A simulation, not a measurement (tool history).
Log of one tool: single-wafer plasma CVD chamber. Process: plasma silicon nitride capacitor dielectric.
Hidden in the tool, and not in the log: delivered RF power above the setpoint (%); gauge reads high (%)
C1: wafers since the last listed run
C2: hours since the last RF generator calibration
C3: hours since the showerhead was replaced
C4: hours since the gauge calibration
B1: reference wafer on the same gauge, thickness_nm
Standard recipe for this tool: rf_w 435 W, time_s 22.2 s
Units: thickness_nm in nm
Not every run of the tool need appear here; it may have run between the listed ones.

{"run": 1, "day": 0.0, "rf_w": 435, "time_s": 22.2, "C1": 0, "C2": 1994.2, "C3": 3506.8, "C4": 432.8, "B1": 31.489, "thickness_nm": 29.689}
{"run": 2, "day": 1.329, "rf_w": 435, "time_s": 22.2, "C1": 550, "C2": 2026.1, "C3": 3538.7, "C4": 464.7, "B1": 31.498, "thickness_nm": 29.662}
{"day": 1.55, "done": "gauge calibrated"}
{"run": 3, "day": 2.758, "rf_w": 435, "time_s": 22.2, "C1": 591, "C2": 2060.4, "C3": 3573, "C4": 29, "B1": 31.5, "thickness_nm": 29.706}
{"run": 4, "day": 3.738, "rf_w": 435, "time_s": 22.2, "C1": 405, "C2": 2083.9, "C3": 3596.5, "C4": 52.5, "B1": 31.515, "thickness_nm": 29.655}
{"run": 5, "day": 5.204, "rf_w": 500, "time_s": 22.2, "C1": 607, "C2": 2119.1, "C3": 3631.7, "C4": 87.7, "B1": 31.505, "thickness_nm": 30.99}
{"run": 6, "day": 5.971, "rf_w": 500, "time_s": 22.2, "C1": 317, "C2": 2137.5, "C3": 3650.1, "C4": 106.1, "B1": 31.519, "thickness_nm": 30.882}
{"run": 7, "day": 6.979, "rf_w": 435, "time_s": 22.2, "C1": 417, "C2": 2161.7, "C3": 3674.3, "C4": 130.3, "B1": 31.497, "thickness_nm": 29.682}
{"day": 7.871, "done": "showerhead replaced"}
{"run": 8, "day": 8.392, "rf_w": 435, "time_s": 25.2, "C1": 447, "C2": 2195.6, "C3": 12.5, "C4": 164.2, "B1": 31.482, "thickness_nm": 33.595}
{"day": 9.062, "done": "RF generator calibrated"}
{"run": 9, "day": 9.512, "rf_w": 435, "time_s": 25.2, "C1": 326, "C2": 10.8, "C3": 39.4, "C4": 191.1, "B1": 31.49, "thickness_nm": 33.215}
{"run": 10, "day": 10.317, "rf_w": 435, "time_s": 22.2, "C1": 333, "C2": 30.1, "C3": 58.7, "C4": 210.4, "B1": 31.493, "thickness_nm": 29.314}
{"run": 11, "day": 11.625, "rf_w": 435, "time_s": 22.2, "C1": 541, "C2": 61.5, "C3": 90.1, "C4": 241.8, "B1": 31.484, "thickness_nm": 29.259}
{"day": 12.546, "done": "RF generator calibrated, repeated, since the last time left the tool worse"}
{"run": 12, "day": 12.567, "rf_w": 435, "time_s": 23.9, "C1": 251, "C2": 0.5, "C3": 112.7, "C4": 264.4, "B1": 31.505, "thickness_nm": 32.461}
{"run": 13, "day": 13.75, "rf_w": 360, "time_s": 22.2, "C1": 490, "C2": 28.9, "C3": 141.1, "C4": 292.8, "B1": 31.5, "thickness_nm": 28.581}
{"run": 14, "day": 15.058, "rf_w": 435, "time_s": 22.2, "C1": 541, "C2": 60.3, "C3": 172.5, "C4": 324.2, "B1": 31.499, "thickness_nm": 30.206}
{"run": 15, "day": 15.746, "rf_w": 375, "time_s": 24.9, "C1": 284, "C2": 76.8, "C3": 189, "C4": 340.7, "B1": 31.477, "thickness_nm": 32.357}
{"run": 16, "day": 16.312, "rf_w": 365, "time_s": 25.7, "C1": 234, "C2": 90.4, "C3": 202.6, "C4": 354.3, "B1": 31.517, "thickness_nm": 33.245}
{"run": 17, "day": 17.746, "rf_w": 375, "time_s": 24.9, "C1": 593, "C2": 124.8, "C3": 237, "C4": 388.7, "B1": 31.508, "thickness_nm": 32.316}
{"run": 18, "day": 18.583, "rf_w": 375, "time_s": 19.3, "C1": 346, "C2": 144.9, "C3": 257.1, "C4": 408.8, "B1": 31.483, "thickness_nm": 25.105}
{"day": 18.6, "done": "gauge calibrated"}
{"run": 19, "day": 19.512, "rf_w": 390, "time_s": 19.9, "C1": 384, "C2": 167.2, "C3": 279.4, "C4": 21.9, "B1": 31.506, "thickness_nm": 26.113}
{"run": 20, "day": 20.779, "rf_w": 505, "time_s": 18.5, "C1": 524, "C2": 197.6, "C3": 309.8, "C4": 52.3, "B1": 31.499, "thickness_nm": 26.183}
{"run": 21, "day": 22.025, "rf_w": 480, "time_s": 25.1, "C1": 516, "C2": 227.5, "C3": 339.7, "C4": 82.2, "B1": 31.5, "thickness_nm": 34.98}
{"run": 22, "day": 22.608, "rf_w": 360, "time_s": 26, "C1": 241, "C2": 241.5, "C3": 353.7, "C4": 96.2, "B1": 31.508, "thickness_nm": 33.295}
{"run": 23, "day": 23.642, "rf_w": 375, "time_s": 18.9, "C1": 428, "C2": 266.3, "C3": 378.5, "C4": 121, "B1": 31.474, "thickness_nm": 24.482}

5 ways to go on from here, each from the tool as it stands after run 23. What would each give?
{"run": "A", "day": 23.658, "rf_w": 435, "time_s": 22.2, "C1": 6, "C2": 266.7, "C3": 378.9, "C4": 121.4, "B1": "?", "thickness_nm": "?"}
{"run": "B", "day": 23.658, "rf_w": 405, "time_s": 26.6, "C1": 6, "C2": 266.7, "C3": 378.9, "C4": 121.4, "B1": "?", "thickness_nm": "?"}
{"run": "C", "day": 23.658, "rf_w": 355, "time_s": 17.8, "C1": 6, "C2": 266.7, "C3": 378.9, "C4": 121.4, "B1": "?", "thickness_nm": "?"}
{"run": "D", "day": 23.658, "rf_w": 350, "time_s": 19.6, "C1": 6, "C2": 266.7, "C3": 378.9, "C4": 121.4, "B1": "?", "thickness_nm": "?"}
{"run": "E", "day": 23.658, "rf_w": 405, "time_s": 19, "C1": 6, "C2": 266.7, "C3": 378.9, "C4": 121.4, "B1": "?", "thickness_nm": "?"}

run=A B1=31.499 thickness_nm=30.052
run=B B1=31.499 thickness_nm=35.274
run=C B1=31.499 thickness_nm=22.729
run=D B1=31.499 thickness_nm=24.926
run=E B1=31.499 thickness_nm=25.196
Without the tool's hidden state the same runs would have given:
run=A thickness_nm=30.226
run=B thickness_nm=35.478
run=C thickness_nm=22.86
run=D thickness_nm=25.07
run=E thickness_nm=25.342
